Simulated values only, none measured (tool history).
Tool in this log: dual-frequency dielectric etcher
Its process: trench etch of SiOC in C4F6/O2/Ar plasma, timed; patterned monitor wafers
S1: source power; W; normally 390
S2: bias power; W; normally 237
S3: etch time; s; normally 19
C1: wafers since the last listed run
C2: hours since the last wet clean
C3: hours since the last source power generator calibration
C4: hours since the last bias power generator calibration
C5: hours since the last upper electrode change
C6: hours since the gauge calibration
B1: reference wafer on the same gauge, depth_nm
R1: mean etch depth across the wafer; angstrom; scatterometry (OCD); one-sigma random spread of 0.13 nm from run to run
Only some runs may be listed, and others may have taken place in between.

run 1 day=0 | S1=390 S2=237 S3=16.5 | C1=0 C2=208.2 C3=3029 C4=2376.4 C5=4435 C6=886.1 | B1=42.28 | R1=362.3
run 2 day=2.592 | S1=390 S2=237 S3=16.5 | C1=957 C2=270.4 C3=3091.2 C4=2438.6 C5=4497.2 C6=948.3 | B1=42.28 | R1=361.6
run 3 day=3.996 | S1=390 S2=237 S3=16.5 | C1=518 C2=304.1 C3=3124.9 C4=2472.3 C5=4530.9 C6=982 | B1=42.28 | R1=361.4
run 4 day=5.321 | S1=390 S2=237 S3=19 | C1=489 C2=335.9 C3=3156.7 C4=2504.1 C5=4562.7 C6=1013.8 | B1=42.28 | R1=416.7
run 5 day=9.392 | S1=390 S2=237 S3=19 | C1=1503 C2=433.6 C3=3254.4 C4=2601.8 C5=4660.4 C6=1111.5 | B1=42.32 | R1=420.7
run 6 day=10.567 | S1=330 S2=283 S3=24 | C1=434 C2=461.8 C3=3282.6 C4=2630 C5=4688.6 C6=1139.7 | B1=42.29 | R1=545.2
run 7 day=11.942 | S1=390 S2=237 S3=19 | C1=508 C2=494.8 C3=3315.6 C4=2663 C5=4721.6 C6=1172.7 | B1=42.29 | R1=418.2
run 8 day=13.333 | S1=420 S2=237 S3=19 | C1=514 C2=528.2 C3=3349 C4=2696.4 C5=4755 C6=1206.1 | B1=42.28 | R1=426.4
run 9 day=14.629 | S1=300 S2=281 S3=15.5 | C1=478 C2=559.3 C3=3380.1 C4=2727.5 C5=4786.1 C6=1237.2 | B1=42.3 | R1=343
-- day=15.692 wet clean of the chamber
run 10 day=16.7 | S1=390 S2=237 S3=19 | C1=395 C2=24.2 C3=3429.8 C4=2777.2 C5=4835.8 C6=1286.9 | B1=42.29 | R1=417.7
run 11 day=19.517 | S1=490 S2=237 S3=15.5 | C1=1040 C2=91.8 C3=3497.4 C4=2844.8 C5=4903.4 C6=1354.5 | B1=42.3 | R1=364.9
run 12 day=21.112 | S1=310 S2=237 S3=23 | C1=589 C2=130.1 C3=3535.7 C4=2883.1 C5=4941.7 C6=1392.8 | B1=42.29 | R1=475.4
run 13 day=22.583 | S1=300 S2=237 S3=21 | C1=543 C2=165.4 C3=3571 C4=2918.4 C5=4977 C6=1428.1 | B1=42.28 | R1=430.3
run 14 day=24.021 | S1=390 S2=237 S3=19 | C1=531 C2=199.9 C3=3605.5 C4=2952.9 C5=5011.5 C6=1462.6 | B1=42.34 | R1=419.5
run 15 day=29.754 | S1=390 S2=270 S3=19 | C1=2118 C2=337.5 C3=3743.1 C4=3090.5 C5=5149.1 C6=1600.2 | B1=42.29 | R1=443.1
run 16 day=31.146 | S1=390 S2=237 S3=19 | C1=514 C2=370.9 C3=3776.5 C4=3123.9 C5=5182.5 C6=1633.6 | B1=42.29 | R1=417.5
-- day=31.638 gauge calibrated
run 17 day=33.138 | S1=390 S2=237 S3=19 | C1=735 C2=418.7 C3=3824.3 C4=3171.7 C5=5230.3 C6=36 | B1=42.29 | R1=421.1
-- day=33.679 bias power generator calibrated
-- day=36.488 upper electrode replaced
run 18 day=36.508 | S1=300 S2=211 S3=17 | C1=814 C2=499.6 C3=3905.2 C4=67.9 C5=0.5 C6=116.9 | B1=42.36 | R1=320.4
run 19 day=37.425 | S1=300 S2=237 S3=21 | C1=338 C2=521.6 C3=3927.2 C4=89.9 C5=22.5 C6=138.9 | B1=42.34 | R1=416.1
-- day=39.188 wet clean of the chamber
run 20 day=39.75 | S1=390 S2=237 S3=19 | C1=489 C2=13.5 C3=3983 C4=145.7 C5=78.3 C6=194.7 | B1=42.34 | R1=408.9
run 21 day=41.833 | S1=390 S2=237 S3=19 | C1=769 C2=63.5 C3=4033 C4=195.7 C5=128.3 C6=244.7 | B1=42.31 | R1=408.2
-- day=42.954 source power generator calibrated
run 22 day=44.754 | S1=390 S2=183 S3=19 | C1=1017 C2=133.6 C3=43.2 C4=265.8 C5=198.4 C6=314.8 | B1=42.34 | R1=363
run 23 day=47.025 | S1=330 S2=264 S3=16 | C1=838 C2=188.1 C3=97.7 C4=320.3 C5=252.9 C6=369.3 | B1=42.27 | R1=343
run 24 day=48.633 | S1=490 S2=187 S3=15 | C1=594 C2=226.7 C3=136.3 C4=358.9 C5=291.5 C6=407.9 | B1=42.28 | R1=310.3
run 25 day=51.446 | S1=450 S2=262 S3=23 | C1=1039 C2=294.2 C3=203.8 C4=426.4 C5=359 C6=475.4 | B1=42.32 | R1=539.5
run 26 day=59.571 | S1=340 S2=260 S3=19 | C1=3001 C2=489.2 C3=398.8 C4=621.4 C5=554 C6=670.4 | B1=42.32 | R1=408.6
run 27 day=61.071 | S1=320 S2=237 S3=22.5 | C1=554 C2=525.2 C3=434.8 C4=657.4 C5=590 C6=706.4 | B1=42.28 | R1=458.6
run 28 day=63.25 | S1=390 S2=237 S3=19 | C1=805 C2=577.5 C3=487.1 C4=709.7 C5=642.3 C6=758.7 | B1=42.31 | R1=407.9
-- day=66.179 wet clean of the chamber
run 29 day=66.2 | S1=390 S2=207 S3=19 | C1=720 C2=0.5 C3=557.9 C4=780.5 C5=713.1 C6=829.5 | B1=42.33 | R1=384.7

Hidden condition of the tool, last listed run before each entry between runs versus first listed run after:
From run 9 to run 10: wet clean of the chamber (day 15.692)
  bias power that arrives over what is set, %: 5.69 -> 5.78
  the result without the hidden state subtracted from the measured one, R1: +8.7 -> +10.3 angstrom
From run 16 to run 17: gauge calibrated (day 31.638)
  bias power that arrives over what is set, %: 6.39 -> 6.48
  the result without the hidden state subtracted from the measured one, R1: +11.2 -> +11.6 angstrom
From run 17 to run 18: bias power generator calibrated (day 33.679); upper electrode replaced (day 36.488)
  bias power that arrives over what is set, %: 6.48 -> -0.708
  the result without the hidden state subtracted from the measured one, R1: +11.6 -> -1 angstrom
From run 19 to run 20: wet clean of the chamber (day 39.188)
  bias power that arrives over what is set, %: -0.669 -> -0.57
  the result without the hidden state subtracted from the measured one, R1: -1.3 -> -1.1 angstrom
From run 21 to run 22: source power generator calibrated (day 42.954)
  bias power that arrives over what is set, %: -0.482 -> -0.357
  the result without the hidden state subtracted from the measured one, R1: -0.9 -> -0.5 angstrom
From run 28 to run 29: wet clean of the chamber (day 66.179)
  bias power that arrives over what is set, %: 0.429 -> 0.555
  the result without the hidden state subtracted from the measured one, R1: +0.7 -> +0.9 angstrom
